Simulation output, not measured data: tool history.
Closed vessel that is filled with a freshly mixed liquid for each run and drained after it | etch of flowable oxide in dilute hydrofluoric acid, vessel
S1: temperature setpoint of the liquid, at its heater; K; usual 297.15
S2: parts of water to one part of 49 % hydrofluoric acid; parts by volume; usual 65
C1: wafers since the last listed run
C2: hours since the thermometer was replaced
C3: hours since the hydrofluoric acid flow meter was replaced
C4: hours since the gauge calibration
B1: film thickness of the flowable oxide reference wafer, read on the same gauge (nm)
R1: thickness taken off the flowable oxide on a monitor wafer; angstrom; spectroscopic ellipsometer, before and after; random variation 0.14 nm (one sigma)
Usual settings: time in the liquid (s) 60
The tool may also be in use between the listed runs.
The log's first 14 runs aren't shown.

run 15 hour=614.4 | S1=298.15 S2=65 time_in_the_liquid_(s)=60 | C1=6803 C2=2183.0 C3=2057.5 C4=917.5 | B1=69.97 | R1=389.3
run 16 hour=661.5 | S1=298.15 S2=65 time_in_the_liquid_(s)=60 | C1=5070 C2=2230.1 C3=2104.6 C4=964.6 | B1=70.00 | R1=390.4
run 17 hour=693.6 | S1=297.15 S2=45 time_in_the_liquid_(s)=40 | C1=3455 C2=2262.2 C3=2136.7 C4=996.7 | B1=69.98 | R1=368.6
run 18 hour=736.9 | S1=297.15 S2=65 time_in_the_liquid_(s)=60 | C1=4660 C2=2305.5 C3=2180.0 C4=1040.0 | B1=70.01 | R1=374.9
run 19 hour=787.5 | S1=297.15 S2=50 time_in_the_liquid_(s)=45 | C1=5446 C2=2356.1 C3=2230.6 C4=1090.6 | B1=70.00 | R1=370.2
run 20 hour=833.0 | S1=301.15 S2=45 time_in_the_liquid_(s)=50 | C1=4897 C2=2401.6 C3=2276.1 C4=1136.1 | B1=70.03 | R1=542.6
run 21 hour=871.1 | S1=297.15 S2=90 time_in_the_liquid_(s)=60 | C1=4101 C2=2439.7 C3=2314.2 C4=1174.2 | B1=70.01 | R1=262.8
run 22 hour=933.3 | S1=297.15 S2=65 time_in_the_liquid_(s)=60 | C1=6695 C2=2501.9 C3=2376.4 C4=1236.4 | B1=70.02 | R1=373.8
run 23 hour=961.8 | S1=299.65 S2=40 time_in_the_liquid_(s)=85 | C1=3067 C2=2530.4 C3=2404.9 C4=1264.9 | B1=69.97 | R1=992.3
run 24 hour=991.6 | S1=297.15 S2=40 time_in_the_liquid_(s)=90 | C1=3207 C2=2560.2 C3=2434.7 C4=1294.7 | B1=70.01 | R1=930.6
run 25 hour=1059.1 | S1=301.15 S2=50 time_in_the_liquid_(s)=45 | C1=7265 C2=2627.7 C3=2502.2 C4=1362.2 | B1=69.98 | R1=438.4
-- hour=1070.0 thermometer replaced
run 26 hour=1090.2 | S1=293.65 S2=80 time_in_the_liquid_(s)=70 | C1=3240 C2=20.2 C3=2533.3 C4=1393.3 | B1=70.02 | R1=315.9
-- hour=1093.5 gauge calibrated
run 27 hour=1142.6 | S1=299.65 S2=75 time_in_the_liquid_(s)=60 | C1=5640 C2=72.6 C3=2585.7 C4=49.1 | B1=70.04 | R1=370.6
-- hour=1146.8 hydrofluoric acid flow meter replaced
run 28 hour=1191.1 | S1=294.65 S2=65 time_in_the_liquid_(s)=80 | C1=5113 C2=121.1 C3=44.3 C4=97.6 | B1=70.00 | R1=444.2
run 29 hour=1262.8 | S1=300.65 S2=65 time_in_the_liquid_(s)=60 | C1=7718 C2=192.8 C3=116.0 C4=169.3 | B1=69.97 | R1=427.9
run 30 hour=1314.3 | S1=297.15 S2=65 time_in_the_liquid_(s)=60 | C1=5543 C2=244.3 C3=167.5 C4=220.8 | B1=70.03 | R1=370.8

Run 31 comes next. What will it give?
run 31 hour=1368.3 | S1=297.15 S2=65 time_in_the_liquid_(s)=60 | C1=5812 C2=298.3 C3=221.5 C4=274.8 | B1=? | R1=?

{"run 31": {"B1": 69.98, "R1": 374.1}}
Without the tool's hidden state the same run would have given R1 373.8 angstrom.
